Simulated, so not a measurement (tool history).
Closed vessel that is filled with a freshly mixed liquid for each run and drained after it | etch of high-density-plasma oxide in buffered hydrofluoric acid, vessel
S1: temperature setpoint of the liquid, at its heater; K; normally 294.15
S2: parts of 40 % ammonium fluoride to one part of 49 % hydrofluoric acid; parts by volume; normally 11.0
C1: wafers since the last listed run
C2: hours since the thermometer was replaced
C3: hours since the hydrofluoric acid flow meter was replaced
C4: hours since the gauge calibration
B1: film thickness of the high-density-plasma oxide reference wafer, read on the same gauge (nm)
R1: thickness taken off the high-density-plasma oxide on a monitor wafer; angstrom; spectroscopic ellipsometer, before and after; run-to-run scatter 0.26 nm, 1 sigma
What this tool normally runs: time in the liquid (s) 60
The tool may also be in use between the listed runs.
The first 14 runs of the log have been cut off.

At hour 685.8: hydrofluoric acid flow meter replaced.
Run 15, hour 715.0: usual settings but S1 297.65 K, time in the liquid (s) 55; C1 6327; C2 1713.5; C3 29.2; C4 116.9; B1 100.03. Result: R1 641.7 angstrom.
Run 16, hour 741.7: usual settings but S2 15.0 parts by volume; C1 2484; C2 1740.2; C3 55.9; C4 143.6; B1 100.02. Result: R1 427.1 angstrom.
At hour 785.6: thermometer replaced.
Run 17, hour 790.0: usual settings but S2 8.5 parts by volume; C1 4401; C2 4.4; C3 104.2; C4 191.9; B1 100.07. Result: R1 712.4 angstrom.
Run 18, hour 841.0: usual settings but S1 298.65 K, S2 8.5 parts by volume, time in the liquid (s) 75; C1 4745; C2 55.4; C3 155.2; C4 242.9; B1 100.02. Result: R1 1131.8 angstrom.
Run 19, hour 894.0: usual settings but S1 290.15 K, S2 12.5 parts by volume; C1 4931; C2 108.4; C3 208.2; C4 295.9; B1 99.99. Result: R1 399.7 angstrom.
Run 20, hour 960.0: usual settings; C1 6140; C2 174.4; C3 274.2; C4 361.9; B1 99.99. Result: R1 565.2 angstrom.
Run 21, hour 1025.2: usual settings but S1 298.15 K, S2 7.0 parts by volume, time in the liquid (s) 80; C1 6066; C2 239.6; C3 339.4; C4 427.1; B1 100.00. Result: R1 1454.4 angstrom.
Run 22, hour 1087.1: usual settings but S1 296.15 K, S2 15.0 parts by volume, time in the liquid (s) 85; C1 5759; C2 301.5; C3 401.3; C4 489.0; B1 100.01. Result: R1 665.6 angstrom.

What will run 23 give?
Run 23, hour 1148.8: usual settings but S1 290.15 K, S2 9.0 parts by volume, time in the liquid (s) 85; C1 5740; C2 363.2; C3 463.0; C4 550.7; B1 ?. Result: R1 ?.

B1: 100.02
R1: 750.2 angstrom
With the hidden condition absent and the run-to-run variation left alone, this run would have shown R1 791.7 angstrom.
